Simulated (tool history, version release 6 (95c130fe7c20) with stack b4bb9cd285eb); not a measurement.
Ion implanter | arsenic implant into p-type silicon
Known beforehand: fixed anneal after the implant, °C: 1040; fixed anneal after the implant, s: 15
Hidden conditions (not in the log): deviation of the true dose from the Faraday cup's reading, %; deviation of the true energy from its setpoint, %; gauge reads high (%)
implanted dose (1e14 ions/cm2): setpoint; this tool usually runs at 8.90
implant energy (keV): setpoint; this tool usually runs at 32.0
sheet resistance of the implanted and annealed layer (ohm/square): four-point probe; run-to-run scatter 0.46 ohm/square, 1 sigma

| run | hour | implanted dose (1e14 ions/cm2) | implant energy (keV) | wafers since the last listed run | hours since the last dose calibration | hours since the extraction supply was calibrated | hours since the gauge calibration | read-back reference wafer on the same gauge, sheet resistance | sheet resistance of the implanted and annealed layer (ohm/square) |
|---|---|---|---|---|---|---|---|---|---|
| 1 | 0.0 | 8.90 | 32.0 | 0 | 577.1 | 4173.6 | 371.0 | 118.85 | 137.94 |
| 2 | 33.2 | 8.90 | 32.0 | 444 | 610.3 | 4206.8 | 404.2 | 118.94 | 137.96 |
| 3 | 52.4 | 8.90 | 32.0 | 257 | 629.5 | 4226.0 | 423.4 | 118.96 | 138.09 |
| 4 | 85.1 | 8.90 | 32.0 | 437 | 662.2 | 4258.7 | 456.1 | 119.05 | 138.33 |
| 5 | 102.0 | 8.90 | 32.0 | 226 | 679.1 | 4275.6 | 473.0 | 119.03 | 137.66 |
|  | 191.3 | gauge calibrated |
|  | 191.8 | extraction supply calibrated |
| 6 | 192.3 | 7.98 | 26.5 | 1102 | 769.4 | 0.5 | 1.0 | 119.04 | 154.39 |
| 7 | 220.2 | 7.98 | 26.5 | 373 | 797.3 | 28.4 | 28.9 | 118.91 | 153.46 |
| 8 | 236.3 | 7.98 | 26.5 | 215 | 813.4 | 44.5 | 45.0 | 119.06 | 153.59 |
| 9 | 252.3 | 8.90 | 32.0 | 214 | 829.4 | 60.5 | 61.0 | 118.87 | 138.38 |
| 10 | 278.7 | 7.98 | 26.5 | 353 | 855.8 | 86.9 | 87.4 | 118.90 | 154.12 |
| 11 | 293.1 | 8.90 | 24.0 | 192 | 870.2 | 101.3 | 101.8 | 118.95 | 144.84 |
| 12 | 308.3 | 8.90 | 32.0 | 203 | 885.4 | 116.5 | 117.0 | 118.98 | 138.86 |
|  | 320.8 | Faraday cup replaced and dose calibrated |
| 13 | 327.9 | 8.90 | 27.0 | 155 | 7.1 | 136.1 | 136.6 | 119.12 | 137.85 |
| 14 | 357.5 | 6.27 | 35.0 | 396 | 36.7 | 165.7 | 166.2 | 119.17 | 170.30 |
| 15 | 373.7 | 11.00 | 35.0 | 216 | 52.9 | 181.9 | 182.4 | 119.07 | 115.03 |
| 16 | 396.1 | 8.90 | 32.0 | 299 | 75.3 | 204.3 | 204.8 | 119.03 | 134.43 |
| 17 | 412.6 | 7.52 | 36.0 | 220 | 91.8 | 220.8 | 221.3 | 118.96 | 149.35 |
| 18 | 434.9 | 7.38 | 39.5 | 298 | 114.1 | 243.1 | 243.6 | 118.97 | 148.65 |

Some steps in sheet resistance of the implanted and annealed layer (ohm/square) between neighbouring runs. How much of each would the tool show without its hidden state too (settings, what came in, random variation), and how much is left for the hidden state, with any gauge scatter that isn't in both results?
Run 12 -> 13: implant energy (keV) 32.0 -> 27.0, Faraday cup replaced and dose calibrated. sheet resistance of the implanted and annealed layer (ohm/square) -1.01: hidden state -4.68, all else +3.67.
Run 14 -> 15: implanted dose (1e14 ions/cm2) 6.27 -> 11.00. sheet resistance of the implanted and annealed layer (ohm/square) -55.27: hidden state -0.32, all else -54.95.

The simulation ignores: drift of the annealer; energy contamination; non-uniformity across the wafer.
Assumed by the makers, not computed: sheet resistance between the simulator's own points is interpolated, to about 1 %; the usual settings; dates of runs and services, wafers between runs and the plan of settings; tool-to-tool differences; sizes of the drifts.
